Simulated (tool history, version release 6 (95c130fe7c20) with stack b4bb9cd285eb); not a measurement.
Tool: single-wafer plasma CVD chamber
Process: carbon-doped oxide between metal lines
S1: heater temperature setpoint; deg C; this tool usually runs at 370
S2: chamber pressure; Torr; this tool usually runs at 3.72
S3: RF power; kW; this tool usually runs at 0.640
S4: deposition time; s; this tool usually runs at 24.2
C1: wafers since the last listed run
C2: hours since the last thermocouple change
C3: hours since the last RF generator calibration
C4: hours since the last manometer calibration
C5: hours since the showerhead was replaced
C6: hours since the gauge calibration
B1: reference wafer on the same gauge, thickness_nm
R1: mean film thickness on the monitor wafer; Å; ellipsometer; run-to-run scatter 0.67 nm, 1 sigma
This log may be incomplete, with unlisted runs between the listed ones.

run   hour   S1    S2     S3    S4   C1      C2      C3      C4      C5     C6       B1       R1
  1    0.0  363  3.72  0.640  24.2    0  1193.8  1626.1  1730.8  5293.6  569.0  120.057  1269.98
  2   21.2  363  3.72  0.640  24.2  331  1215.0  1647.3  1752.0  5314.8  590.2  119.925  1259.79
  3   29.8  370  3.72  0.560  24.2  134  1223.6  1655.9  1760.6  5323.4  598.8  119.922  1120.12
  4   40.0  370  3.72  0.560  24.2  159  1233.8  1666.1  1770.8  5333.6  609.0  119.934  1124.31
      40.4  -- gauge calibrated
  5   47.8  370  3.72  0.640  24.2  121  1241.6  1673.9  1778.6  5341.4    7.4  119.948  1257.47
  6   58.6  370  3.72  0.640  24.2  168  1252.4  1684.7  1789.4  5352.2   18.2  120.131  1252.06
  7   69.7  370  3.40  0.720  24.2  173  1263.5  1695.8  1800.5  5363.3   29.3  120.056  1340.86
  8   82.9  370  3.40  0.720  24.2  206  1276.7  1709.0  1813.7  5376.5   42.5  120.040  1349.22
  9   91.9  370  3.40  0.720  24.2  140  1285.7  1718.0  1822.7  5385.5   51.5  119.977  1351.93
     113.0  -- RF generator calibrated
     120.9  -- capacitance manometer re-zeroed and calibrated
 10  121.4  363  3.72  0.640  24.2  213  1315.2     8.4     0.5  5415.0   81.0  119.935  1267.13
 11  121.7  370  4.38  0.640  24.2    4  1315.5     8.7     0.8  5415.3   81.3  120.050  1261.22
 12  129.9  370  3.72  0.640  22.4  128  1323.7    16.9     9.0  5423.5   89.5  119.959  1147.33
 13  147.1  356  3.72  0.555  24.2  268  1340.9    34.1    26.2  5440.7  106.7  119.941  1139.34
 14  162.9  370  4.60  0.550  21.2  246  1356.7    49.9    42.0  5456.5  122.5  119.991   989.69
     181.4  -- thermocouple changed; heater temperature recalibrated
 15  181.9  358  3.72  0.640  24.2  171     0.5    68.9    61.0  5475.5  141.5  120.099  1280.27
 16  208.0  370  3.72  0.640  24.2  407    26.6    95.0    87.1  5501.6  167.6  120.086  1242.98
 17  216.9  370  3.72  0.760  24.2  139    35.5   103.9    96.0  5510.5  176.5  120.059  1414.50
 18  227.9  370  3.72  0.760  24.2  171    46.5   114.9   107.0  5521.5  187.5  119.996  1415.55
 19  244.3  358  3.72  0.560  20.9  256    62.9   131.3   123.4  5537.9  203.9  120.130  1004.51
 20  254.4  370  4.00  0.600  24.2  157    73.0   141.4   133.5  5548.0  214.0  119.998  1177.90
 21  263.8  370  3.72  0.640  22.4  146    82.4   150.8   142.9  5557.4  223.4  120.060  1166.53
 22  275.2  370  2.97  0.640  25.7  178    93.8   162.2   154.3  5568.8  234.8  119.885  1313.49
     289.9  -- showerhead replaced
 23  293.0  360  3.72  0.560  24.2  153   111.6   180.0   172.1     3.1  252.6  120.038  1141.11

Predict the results of run 24:
 24  302.7  381  3.28  0.690  24.2  151  121.3  189.7  181.8  12.8  262.3   ?   ?

For run 24 the tool returned B1 119.998, R1 1282.81 Å.
Had the tool carried no hidden state, the very same run would have given R1 1282.81 Å.

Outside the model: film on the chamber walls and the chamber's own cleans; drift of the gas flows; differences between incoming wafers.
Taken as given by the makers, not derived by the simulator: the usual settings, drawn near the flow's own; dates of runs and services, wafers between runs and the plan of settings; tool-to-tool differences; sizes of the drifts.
